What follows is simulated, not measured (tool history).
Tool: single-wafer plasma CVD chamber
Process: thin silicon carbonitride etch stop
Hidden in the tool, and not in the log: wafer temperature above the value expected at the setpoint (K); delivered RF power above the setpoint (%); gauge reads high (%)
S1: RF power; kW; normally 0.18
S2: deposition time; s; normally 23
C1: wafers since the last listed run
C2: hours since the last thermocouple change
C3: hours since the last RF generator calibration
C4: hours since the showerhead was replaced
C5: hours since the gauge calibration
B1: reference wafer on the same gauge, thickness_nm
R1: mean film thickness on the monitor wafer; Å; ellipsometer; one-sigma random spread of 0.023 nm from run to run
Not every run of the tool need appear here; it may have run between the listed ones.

Run 1, hour 0: usual settings; C1 0; C2 3054.9; C3 925.4; C4 5071.9; C5 322.2; B1 12.903. Result: R1 114.44 Å.
Run 2, hour 11.9: usual settings; C1 292; C2 3066.8; C3 937.3; C4 5083.8; C5 334.1; B1 12.909. Result: R1 114.43 Å.
Run 3, hour 23.6: usual settings; C1 287; C2 3078.5; C3 949; C4 5095.5; C5 345.8; B1 12.895. Result: R1 114.73 Å.
Run 4, hour 34.3: usual settings but S1 0.205 kW; C1 262; C2 3089.2; C3 959.7; C4 5106.2; C5 356.5; B1 12.897. Result: R1 119.5 Å.
Run 5, hour 41: usual settings but S1 0.205 kW; C1 164; C2 3095.9; C3 966.4; C4 5112.9; C5 363.2; B1 12.891. Result: R1 119.34 Å.
Run 6, hour 69.3: usual settings but S1 0.205 kW; C1 695; C2 3124.2; C3 994.7; C4 5141.2; C5 391.5; B1 12.893. Result: R1 119.68 Å.
Run 7, hour 85.8: usual settings; C1 405; C2 3140.7; C3 1011.2; C4 5157.7; C5 408; B1 12.898. Result: R1 114.11 Å.
Run 8, hour 103.1: usual settings; C1 425; C2 3158; C3 1028.5; C4 5175; C5 425.3; B1 12.89. Result: R1 114.31 Å.
Run 9, hour 118.1: usual settings but S1 0.195 kW; C1 368; C2 3173; C3 1043.5; C4 5190; C5 440.3; B1 12.918. Result: R1 117.47 Å.
Run 10, hour 128.6: usual settings but S1 0.195 kW; C1 258; C2 3183.5; C3 1054; C4 5200.5; C5 450.8; B1 12.894. Result: R1 117.08 Å.
Run 11, hour 136: usual settings; C1 181; C2 3190.9; C3 1061.4; C4 5207.9; C5 458.2; B1 12.89. Result: R1 114.36 Å.
Run 12, hour 143.2: usual settings; C1 176; C2 3198.1; C3 1068.6; C4 5215.1; C5 465.4; B1 12.893. Result: R1 114.12 Å.
Run 13, hour 153.5: usual settings; C1 253; C2 3208.4; C3 1078.9; C4 5225.4; C5 475.7; B1 12.902. Result: R1 114.18 Å.
Run 14, hour 160.5: usual settings; C1 172; C2 3215.4; C3 1085.9; C4 5232.4; C5 482.7; B1 12.899. Result: R1 114.25 Å.
Run 15, hour 176.3: usual settings; C1 388; C2 3231.2; C3 1101.7; C4 5248.2; C5 498.5; B1 12.9. Result: R1 113.79 Å.
Run 16, hour 188.3: usual settings but S2 19.4 s; C1 294; C2 3243.2; C3 1113.7; C4 5260.2; C5 510.5; B1 12.9. Result: R1 96.18 Å.
Run 17, hour 202.1: usual settings but S1 0.155 kW, S2 25.9 s; C1 339; C2 3257; C3 1127.5; C4 5274; C5 524.3; B1 12.913. Result: R1 122.35 Å.
At hour 211.2: thermocouple changed; heater temperature recalibrated.
Run 18, hour 215.3: usual settings but S1 0.15 kW, S2 21.7 s; C1 127; C2 4.1; C3 1140.7; C4 5287.2; C5 537.5; B1 12.901. Result: R1 101.33 Å.
Run 19, hour 227.6: usual settings but S1 0.17 kW, S2 25.9 s; C1 302; C2 16.4; C3 1153; C4 5299.5; C5 549.8; B1 12.895. Result: R1 125.53 Å.
Run 20, hour 238.8: usual settings but S1 0.21 kW, S2 25.1 s; C1 275; C2 27.6; C3 1164.2; C4 5310.7; C5 561; B1 12.888. Result: R1 130.43 Å.
At hour 247.6: gauge calibrated.
Run 21, hour 256.1: usual settings but S1 0.21 kW, S2 26.4 s; C1 425; C2 44.9; C3 1181.5; C4 5328; C5 8.5; B1 12.91. Result: R1 137.08 Å.
Run 22, hour 269.4: usual settings but S1 0.2 kW, S2 20.8 s; C1 326; C2 58.2; C3 1194.8; C4 5341.3; C5 21.8; B1 12.889. Result: R1 106.18 Å.
Run 23, hour 279.3: usual settings but S1 0.16 kW, S2 26.3 s; C1 243; C2 68.1; C3 1204.7; C4 5351.2; C5 31.7; B1 12.906. Result: R1 124.68 Å.
Run 24, hour 286.9: usual settings but S1 0.19 kW, S2 19 s; C1 186; C2 75.7; C3 1212.3; C4 5358.8; C5 39.3; B1 12.903. Result: R1 95.57 Å.
At hour 318.9: RF generator calibrated.
At hour 335.8: showerhead replaced.
Run 25, hour 336.3: usual settings but S1 0.17 kW; C1 820; C2 125.1; C3 17.4; C4 0.5; C5 88.7; B1 12.887. Result: R1 114.03 Å.
Run 26, hour 339.1: usual settings but S1 0.155 kW, S2 19.5 s; C1 68; C2 127.9; C3 20.2; C4 3.3; C5 91.5; B1 12.906. Result: R1 94.01 Å.
Run 27, hour 345.3: usual settings but S1 0.19 kW, S2 19 s; C1 152; C2 134.1; C3 26.4; C4 9.5; C5 97.7; B1 12.905. Result: R1 97.44 Å.
Run 28, hour 362.6: usual settings but S1 0.165 kW, S2 19.6 s; C1 425; C2 151.4; C3 43.7; C4 26.8; C5 115; B1 12.898. Result: R1 96.49 Å.
Run 29, hour 378.3: usual settings but S1 0.15 kW, S2 21.7 s; C1 385; C2 167.1; C3 59.4; C4 42.5; C5 130.7; B1 12.898. Result: R1 103.25 Å.
Run 30, hour 391.8: usual settings but S1 0.215 kW, S2 20.4 s; C1 331; C2 180.6; C3 72.9; C4 56; C5 144.2; B1 12.895. Result: R1 108.96 Å.
Run 31, hour 400.2: usual settings; C1 206; C2 189; C3 81.3; C4 64.4; C5 152.6; B1 12.894. Result: R1 116.04 Å.
Run 32, hour 414.1: usual settings; C1 341; C2 202.9; C3 95.2; C4 78.3; C5 166.5; B1 12.896. Result: R1 116.08 Å.
Run 33, hour 427.9: usual settings; C1 339; C2 216.7; C3 109; C4 92.1; C5 180.3; B1 12.886. Result: R1 116.1 Å.
Run 34, hour 442.6: usual settings but S1 0.16 kW, S2 19.9 s; C1 361; C2 231.4; C3 123.7; C4 106.8; C5 195; B1 12.892. Result: R1 96.83 Å.
Run 35, hour 449.8: usual settings but S1 0.195 kW, S2 18.9 s; C1 176; C2 238.6; C3 130.9; C4 114; C5 202.2; B1 12.903. Result: R1 97.61 Å.
Run 36, hour 459.6: usual settings but S2 19.8 s; C1 240; C2 248.4; C3 140.7; C4 123.8; C5 212; B1 12.905. Result: R1 99.53 Å.

What if the next run were any one of these 3? Each begins from the tool's condition after run 36:
Run A, hour 460: usual settings but S2 21.1 s; C1 9; C2 248.8; C3 141.1; C4 124.2; C5 212.4; B1 ?. Result: R1 ?.
Run B, hour 460: usual settings but S1 0.17 kW, S2 20.9 s; C1 9; C2 248.8; C3 141.1; C4 124.2; C5 212.4; B1 ?. Result: R1 ?.
Run C, hour 460: usual settings but S1 0.205 kW, S2 25.8 s; C1 9; C2 248.8; C3 141.1; C4 124.2; C5 212.4; B1 ?. Result: R1 ?.

run      B1      R1
  A  12.896   106.3
  B  12.896  103.38
  C  12.896  135.46
What these runs would have given with no unlogged condition in the tool:
run      R1
  A  106.71
  B  103.78
  C  135.99
